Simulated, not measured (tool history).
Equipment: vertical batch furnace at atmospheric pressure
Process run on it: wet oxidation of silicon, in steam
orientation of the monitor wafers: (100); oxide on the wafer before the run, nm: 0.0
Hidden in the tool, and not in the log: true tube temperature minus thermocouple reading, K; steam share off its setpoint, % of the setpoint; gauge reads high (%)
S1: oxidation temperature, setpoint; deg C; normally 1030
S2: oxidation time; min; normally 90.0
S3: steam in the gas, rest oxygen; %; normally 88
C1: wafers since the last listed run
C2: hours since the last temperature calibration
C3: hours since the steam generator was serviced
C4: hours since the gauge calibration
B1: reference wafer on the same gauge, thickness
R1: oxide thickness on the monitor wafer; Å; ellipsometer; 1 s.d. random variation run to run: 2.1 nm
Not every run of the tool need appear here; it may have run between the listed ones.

run 1 hour=0.0 | S1=1030 S2=90.0 S3=88 | C1=0 C2=2101.0 C3=1521.1 C4=581.1 | B1=568.21 | R1=6387.6
run 2 hour=24.6 | S1=1030 S2=90.0 S3=81 | C1=230 C2=2125.6 C3=1545.7 C4=605.7 | B1=568.80 | R1=6049.9
run 3 hour=60.4 | S1=1030 S2=90.0 S3=81 | C1=336 C2=2161.4 C3=1581.5 C4=641.5 | B1=567.66 | R1=6096.9
run 4 hour=86.1 | S1=1030 S2=90.0 S3=81 | C1=241 C2=2187.1 C3=1607.2 C4=667.2 | B1=568.15 | R1=6039.9
run 5 hour=111.9 | S1=1030 S2=90.0 S3=88 | C1=242 C2=2212.9 C3=1633.0 C4=693.0 | B1=567.84 | R1=6367.6
run 6 hour=129.3 | S1=1030 S2=90.0 S3=88 | C1=163 C2=2230.3 C3=1650.4 C4=710.4 | B1=567.60 | R1=6396.1
run 7 hour=160.6 | S1=1030 S2=73.5 S3=88 | C1=293 C2=2261.6 C3=1681.7 C4=741.7 | B1=567.61 | R1=5628.0
run 8 hour=181.1 | S1=1030 S2=73.5 S3=88 | C1=192 C2=2282.1 C3=1702.2 C4=762.2 | B1=567.95 | R1=5644.5
-- hour=222.1 thermocouples replaced and temperature profile calibrated
run 9 hour=222.6 | S1=1030 S2=73.5 S3=88 | C1=164 C2=0.5 C3=1743.7 C4=803.7 | B1=568.29 | R1=5623.5
run 10 hour=236.9 | S1=1030 S2=90.0 S3=88 | C1=134 C2=14.8 C3=1758.0 C4=818.0 | B1=567.81 | R1=6369.2
run 11 hour=253.9 | S1=1030 S2=65.0 S3=88 | C1=159 C2=31.8 C3=1775.0 C4=835.0 | B1=567.17 | R1=5214.8
run 12 hour=275.4 | S1=1030 S2=90.0 S3=88 | C1=201 C2=53.3 C3=1796.5 C4=856.5 | B1=568.25 | R1=6366.5
-- hour=277.5 gauge calibrated
run 13 hour=300.2 | S1=1030 S2=90.0 S3=88 | C1=232 C2=78.1 C3=1821.3 C4=22.7 | B1=567.82 | R1=6403.1
run 14 hour=316.7 | S1=1038 S2=90.0 S3=88 | C1=154 C2=94.6 C3=1837.8 C4=39.2 | B1=568.37 | R1=6658.4
run 15 hour=345.7 | S1=1038 S2=90.0 S3=88 | C1=272 C2=123.6 C3=1866.8 C4=68.2 | B1=567.86 | R1=6680.7
run 16 hour=370.0 | S1=1038 S2=90.0 S3=88 | C1=228 C2=147.9 C3=1891.1 C4=92.5 | B1=568.03 | R1=6699.9
run 17 hour=388.5 | S1=1030 S2=90.0 S3=88 | C1=173 C2=166.4 C3=1909.6 C4=111.0 | B1=568.39 | R1=6395.5
run 18 hour=415.5 | S1=1030 S2=90.0 S3=88 | C1=253 C2=193.4 C3=1936.6 C4=138.0 | B1=567.55 | R1=6395.2
run 19 hour=429.2 | S1=1046 S2=56.5 S3=93 | C1=128 C2=207.1 C3=1950.3 C4=151.7 | B1=568.15 | R1=5409.5
run 20 hour=447.9 | S1=1046 S2=61.5 S3=88 | C1=175 C2=225.8 C3=1969.0 C4=170.4 | B1=568.45 | R1=5494.7
run 21 hour=479.5 | S1=1019 S2=47.5 S3=97 | C1=296 C2=257.4 C3=2000.6 C4=202.0 | B1=567.86 | R1=4245.3
run 22 hour=513.8 | S1=1009 S2=119.5 S3=82 | C1=322 C2=291.7 C3=2034.9 C4=236.3 | B1=568.15 | R1=6434.4
run 23 hour=538.7 | S1=1030 S2=90.0 S3=88 | C1=233 C2=316.6 C3=2059.8 C4=261.2 | B1=567.60 | R1=6381.9
-- hour=569.5 steam generator serviced
run 24 hour=570.0 | S1=1030 S2=90.0 S3=88 | C1=68 C2=347.9 C3=0.5 C4=292.5 | B1=568.31 | R1=6389.8
run 25 hour=575.8 | S1=1030 S2=90.0 S3=88 | C1=54 C2=353.7 C3=6.3 C4=298.3 | B1=568.09 | R1=6374.7
run 26 hour=595.6 | S1=1030 S2=90.0 S3=92 | C1=185 C2=373.5 C3=26.1 C4=318.1 | B1=567.97 | R1=6535.4
run 27 hour=618.3 | S1=1023 S2=66.5 S3=82 | C1=213 C2=396.2 C3=48.8 C4=340.8 | B1=568.05 | R1=4832.9
run 28 hour=634.8 | S1=1015 S2=104.5 S3=88 | C1=154 C2=412.7 C3=65.3 C4=357.3 | B1=568.16 | R1=6447.4
run 29 hour=647.3 | S1=1030 S2=102.0 S3=88 | C1=117 C2=425.2 C3=77.8 C4=369.8 | B1=567.73 | R1=6877.6
run 30 hour=667.1 | S1=1030 S2=90.0 S3=88 | C1=185 C2=445.0 C3=97.6 C4=389.6 | B1=567.25 | R1=6413.9
run 31 hour=681.2 | S1=1030 S2=90.0 S3=88 | C1=132 C2=459.1 C3=111.7 C4=403.7 | B1=567.87 | R1=6416.3
run 32 hour=703.4 | S1=1008 S2=112.5 S3=88 | C1=208 C2=481.3 C3=133.9 C4=425.9 | B1=568.14 | R1=6486.7
run 33 hour=739.1 | S1=1050 S2=63.5 S3=92 | C1=335 C2=517.0 C3=169.6 C4=461.6 | B1=567.80 | R1=5900.5
run 34 hour=774.2 | S1=1030 S2=132.5 S3=88 | C1=329 C2=552.1 C3=204.7 C4=496.7 | B1=567.81 | R1=8026.6
run 35 hour=786.5 | S1=1010 S2=78.0 S3=97 | C1=115 C2=564.4 C3=217.0 C4=509.0 | B1=567.97 | R1=5516.1
run 36 hour=808.5 | S1=1017 S2=90.0 S3=88 | C1=206 C2=586.4 C3=239.0 C4=531.0 | B1=567.91 | R1=5897.5
run 37 hour=841.0 | S1=1011 S2=113.5 S3=83 | C1=305 C2=618.9 C3=271.5 C4=563.5 | B1=568.52 | R1=6371.6
run 38 hour=863.3 | S1=1055 S2=90.0 S3=88 | C1=209 C2=641.2 C3=293.8 C4=585.8 | B1=568.63 | R1=7227.1
run 39 hour=885.9 | S1=1030 S2=72.0 S3=82 | C1=212 C2=663.8 C3=316.4 C4=608.4 | B1=567.40 | R1=5326.8

What differs in the tool's unlogged condition from the final listed run ahead of each entry between runs to the first listed run following it?
Between runs 8 and 9: thermocouples replaced and temperature profile calibrated (hour 222.1)
  nothing in the hidden state changes from one run to the other
Between runs 12 and 13: gauge calibrated (hour 277.5)
  nothing in the hidden state changes from one run to the other
Between runs 23 and 24: steam generator serviced (hour 569.5)
  nothing in the hidden state changes from one run to the other
